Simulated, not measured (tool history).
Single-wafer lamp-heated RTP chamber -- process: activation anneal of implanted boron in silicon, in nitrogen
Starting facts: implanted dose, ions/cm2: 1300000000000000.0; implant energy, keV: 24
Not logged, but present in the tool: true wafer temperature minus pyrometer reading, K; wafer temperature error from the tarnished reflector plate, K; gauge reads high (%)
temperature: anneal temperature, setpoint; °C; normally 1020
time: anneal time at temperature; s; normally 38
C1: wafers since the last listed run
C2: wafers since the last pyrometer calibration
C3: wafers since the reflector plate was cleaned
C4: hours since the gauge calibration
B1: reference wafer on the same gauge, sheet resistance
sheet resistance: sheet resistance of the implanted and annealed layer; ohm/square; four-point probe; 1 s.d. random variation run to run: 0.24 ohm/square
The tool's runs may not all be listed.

Run 1, hour 0.0: usual settings but time 53 s; C1 0; C2 3168; C3 265; C4 395.1; B1 97.02. Result: sheet resistance 102.08 ohm/square.
Run 2, hour 31.1: usual settings; C1 447; C2 3616; C3 712; C4 426.2; B1 97.02. Result: sheet resistance 102.90 ohm/square.
Run 3, hour 60.9: usual settings but temperature 1005 °C; C1 429; C2 4045; C3 1141; C4 456.0; B1 96.98. Result: sheet resistance 104.56 ohm/square.
Run 4, hour 96.2: usual settings but temperature 1005 °C; C1 508; C2 4553; C3 1650; C4 491.3; B1 97.01. Result: sheet resistance 104.66 ohm/square.
Run 5, hour 191.6: usual settings; C1 1373; C2 5926; C3 3023; C4 586.7; B1 96.99. Result: sheet resistance 102.54 ohm/square.
Run 6, hour 218.9: usual settings; C1 393; C2 6319; C3 3416; C4 614.0; B1 96.98. Result: sheet resistance 102.60 ohm/square.
Run 7, hour 231.7: usual settings; C1 184; C2 6504; C3 3600; C4 626.8; B1 96.96. Result: sheet resistance 102.34 ohm/square.
Run 8, hour 326.9: usual settings but temperature 1040 °C; C1 1370; C2 7874; C3 4971; C4 722.0; B1 96.96. Result: sheet resistance 100.86 ohm/square.
Run 9, hour 344.6: usual settings but temperature 1040 °C; C1 254; C2 8129; C3 5226; C4 739.7; B1 97.02. Result: sheet resistance 100.70 ohm/square.
At hour 354.1: pyrometer window cleaned and pyrometer calibrated.
Run 10, hour 378.7: usual settings; C1 375; C2 354; C3 5602; C4 773.8; B1 96.97. Result: sheet resistance 102.36 ohm/square.
At hour 389.8: gauge calibrated.
Run 11, hour 397.2: usual settings but temperature 1035 °C, time 18 s; C1 266; C2 620; C3 5868; C4 7.4; B1 96.97. Result: sheet resistance 101.71 ohm/square.
At hour 416.7: reflector plate cleaned.
Run 12, hour 423.9: usual settings but temperature 1050 °C, time 56 s; C1 269; C2 890; C3 104; C4 34.1; B1 97.05. Result: sheet resistance 100.03 ohm/square.
Run 13, hour 444.6: usual settings but temperature 999 °C, time 56 s; C1 298; C2 1188; C3 402; C4 54.8; B1 97.01. Result: sheet resistance 105.66 ohm/square.
Run 14, hour 480.0: usual settings; C1 509; C2 1697; C3 911; C4 90.2; B1 96.97. Result: sheet resistance 103.34 ohm/square.
Run 15, hour 512.0: usual settings but temperature 1050 °C; C1 460; C2 2158; C3 1372; C4 122.2; B1 97.01. Result: sheet resistance 100.42 ohm/square.
Run 16, hour 583.5: usual settings; C1 1029; C2 3188; C3 2402; C4 193.7; B1 96.97. Result: sheet resistance 102.95 ohm/square.
Run 17, hour 597.0: usual settings; C1 194; C2 3382; C3 2596; C4 207.2; B1 96.96. Result: sheet resistance 102.67 ohm/square.
Run 18, hour 624.8: usual settings but temperature 1044 °C; C1 400; C2 3782; C3 2996; C4 235.0; B1 97.03. Result: sheet resistance 100.43 ohm/square.
Run 19, hour 646.0: usual settings but temperature 1008 °C, time 57 s; C1 305; C2 4087; C3 3301; C4 256.2; B1 96.96. Result: sheet resistance 103.30 ohm/square.
Run 20, hour 681.7: usual settings but time 46 s; C1 513; C2 4601; C3 3815; C4 291.9; B1 97.00. Result: sheet resistance 102.08 ohm/square.
Run 21, hour 704.4: usual settings but temperature 1033 °C, time 31 s; C1 326; C2 4928; C3 4142; C4 314.6; B1 97.01. Result: sheet resistance 101.80 ohm/square.

A few steps of sheet resistance between consecutive runs. Split each: what settings, incoming material and random variation would produce without the hidden state, and what is left over for the hidden state, along with gauge scatter present in only one of the two compared results (measured, and without hidden state):
Run 11 -> 12: temperature 1035 -> 1050, time 18 -> 56, reflector plate cleaned. sheet resistance -1.68 ohm/square: hidden state +0.68, all else -2.36.
Run 12 -> 13: temperature 1050 -> 999. sheet resistance +5.63 ohm/square: hidden state -0.11, all else +5.74.
Run 14 -> 15: temperature 1020 -> 1050. sheet resistance -2.92 ohm/square: hidden state +0.01, all else -2.93.
Run 18 -> 19: temperature 1044 -> 1008, time 38 -> 57. sheet resistance +2.87 ohm/square: hidden state -0.34, all else +3.21.
